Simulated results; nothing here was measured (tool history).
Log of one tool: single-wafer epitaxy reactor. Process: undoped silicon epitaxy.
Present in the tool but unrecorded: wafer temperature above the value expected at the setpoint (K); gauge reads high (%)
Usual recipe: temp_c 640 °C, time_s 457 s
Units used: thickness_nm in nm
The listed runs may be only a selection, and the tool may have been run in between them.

| run | hour | temp_c | time_s | wafers since the last listed run | hours since the last pyrometer calibration | hours since the gauge calibration | read-back reference wafer on the same gauge, thickness_nm | thickness_nm |
|---|---|---|---|---|---|---|---|---|
| 1 | 0 | 640 | 457 | 0 | 1958.4 | 213.6 | 55.374 | 54.289 |
| 2 | 14.1 | 640 | 457 | 44 | 1972.5 | 227.7 | 55.449 | 53.893 |
|  | 21.8 | gauge calibrated |
| 3 | 27.2 | 640 | 457 | 41 | 1985.6 | 5.4 | 55.368 | 54.185 |
| 4 | 45.1 | 640 | 457 | 56 | 2003.5 | 23.3 | 55.389 | 54.197 |
| 5 | 57.4 | 640 | 457 | 38 | 2015.8 | 35.6 | 55.378 | 53.861 |
| 6 | 69 | 647 | 457 | 36 | 2027.4 | 47.2 | 55.488 | 61.766 |
| 7 | 82.8 | 647 | 457 | 43 | 2041.2 | 61 | 55.376 | 62.037 |
| 8 | 89.3 | 647 | 457 | 20 | 2047.7 | 67.5 | 55.477 | 61.773 |
| 9 | 101.4 | 628 | 457 | 38 | 2059.8 | 79.6 | 55.393 | 42.493 |
| 10 | 114.1 | 634 | 457 | 40 | 2072.5 | 92.3 | 55.416 | 47.817 |
| 11 | 131.6 | 634 | 457 | 55 | 2090 | 109.8 | 55.379 | 47.424 |
|  | 144.4 | pyrometer calibrated |
| 12 | 148.3 | 634 | 457 | 27 | 3.9 | 126.5 | 55.363 | 54.322 |
| 13 | 160.9 | 640 | 457 | 39 | 16.5 | 139.1 | 55.363 | 61.353 |
| 14 | 171.2 | 640 | 457 | 32 | 26.8 | 149.4 | 55.387 | 60.895 |
| 15 | 224.5 | 646 | 546 | 167 | 80.1 | 202.7 | 55.383 | 81.877 |
| 16 | 235.3 | 645 | 457 | 34 | 90.9 | 213.5 | 55.402 | 67.078 |
| 17 | 244.3 | 653 | 383 | 28 | 99.9 | 222.5 | 55.396 | 65.962 |
| 18 | 252 | 645 | 406 | 24 | 107.6 | 230.2 | 55.411 | 60.307 |
|  | 263.8 | gauge calibrated |
| 19 | 270 | 640 | 457 | 56 | 125.6 | 6.2 | 55.376 | 61.338 |
| 20 | 280.8 | 649 | 457 | 34 | 136.4 | 17 | 55.373 | 72.837 |
| 21 | 297.5 | 636 | 485 | 52 | 153.1 | 33.7 | 55.419 | 60.101 |
| 22 | 308.3 | 640 | 457 | 34 | 163.9 | 44.5 | 55.368 | 61.413 |
| 23 | 319.1 | 635 | 494 | 34 | 174.7 | 55.3 | 55.333 | 59.972 |
| 24 | 336.4 | 654 | 534 | 54 | 192 | 72.6 | 55.359 | 93.583 |
| 25 | 347.4 | 650 | 457 | 34 | 203 | 83.6 | 55.373 | 73.582 |
| 26 | 353.8 | 640 | 535 | 20 | 209.4 | 90 | 55.402 | 71.452 |
| 27 | 363.3 | 640 | 457 | 29 | 218.9 | 99.5 | 55.426 | 61.259 |
| 28 | 374.2 | 640 | 457 | 34 | 229.8 | 110.4 | 55.37 | 61.178 |

Below, each run's measurement less what the same run would have read without the hidden state. Both values contain the same run-to-run variation, but the gauge's scatter may not be the same in both:
| run | thickness_nm |
|---|---|
| 1 | -7.184 |
| 2 | -7.242 |
| 3 | -7.384 |
| 4 | -7.53 |
| 5 | -7.581 |
| 6 | -8.676 |
| 7 | -8.842 |
| 8 | -8.864 |
| 9 | -6.424 |
| 10 | -7.234 |
| 11 | -7.304 |
| 12 | -0.302 |
| 13 | -0.338 |
| 14 | -0.336 |
| 15 | -0.462 |
| 16 | -0.383 |
| 17 | -0.375 |
| 18 | -0.35 |
| 19 | -0.369 |
| 20 | -0.436 |
| 21 | -0.379 |
| 22 | -0.391 |
| 23 | -0.393 |
| 24 | -0.61 |
| 25 | -0.493 |
| 26 | -0.495 |
| 27 | -0.431 |
| 28 | -0.44 |

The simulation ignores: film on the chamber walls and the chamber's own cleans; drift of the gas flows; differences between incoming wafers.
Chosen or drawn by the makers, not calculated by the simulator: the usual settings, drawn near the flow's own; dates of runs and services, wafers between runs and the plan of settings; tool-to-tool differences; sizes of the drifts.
